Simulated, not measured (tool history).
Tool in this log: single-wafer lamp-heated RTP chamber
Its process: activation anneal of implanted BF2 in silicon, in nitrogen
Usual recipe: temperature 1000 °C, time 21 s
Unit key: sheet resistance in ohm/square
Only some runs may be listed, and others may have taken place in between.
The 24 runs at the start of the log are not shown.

run,hour,temperature,time,"read-back reference wafer on the same gauge, sheet resistance",sheet resistance
25,640.4,983,15,200.43,185.25
26,665.7,980,12,199.91,194.10
27,695.7,1027,30,200.11,128.34
28,723.2,1017,28,199.98,136.35
29,754.1,1024,30,200.23,130.18
30,767.9,981,11,200.12,192.43
# hour 804.1: pyrometer window cleaned and pyrometer calibrated
31,804.6,1025,17,200.09,139.60
32,830.7,1027,9,200.07,149.21
33,865.8,1029,14,199.68,140.20
34,897.7,1027,9,199.76,149.96
35,919.8,1000,21,200.40,157.81
36,951.3,1029,11,200.09,144.64
# hour 964.3: reflector plate cleaned
37,982.5,1000,21,200.20,165.50

4 options for the next run, each taken on its own from the tool as it stands now. Forecast them:
A,982.9,990,21,?,?
B,982.9,1000,31,?,?
C,982.9,976,10,?,?
D,982.9,1000,11,?,?

run,"read-back reference wafer on the same gauge, sheet resistance",sheet resistance
A,200.06,177.11
B,200.06,155.83
C,200.06,209.46
D,200.06,178.00
With no hidden state in the tool, these same runs would have given:
run,sheet resistance
A,178.61
B,157.12
C,210.95
D,179.34

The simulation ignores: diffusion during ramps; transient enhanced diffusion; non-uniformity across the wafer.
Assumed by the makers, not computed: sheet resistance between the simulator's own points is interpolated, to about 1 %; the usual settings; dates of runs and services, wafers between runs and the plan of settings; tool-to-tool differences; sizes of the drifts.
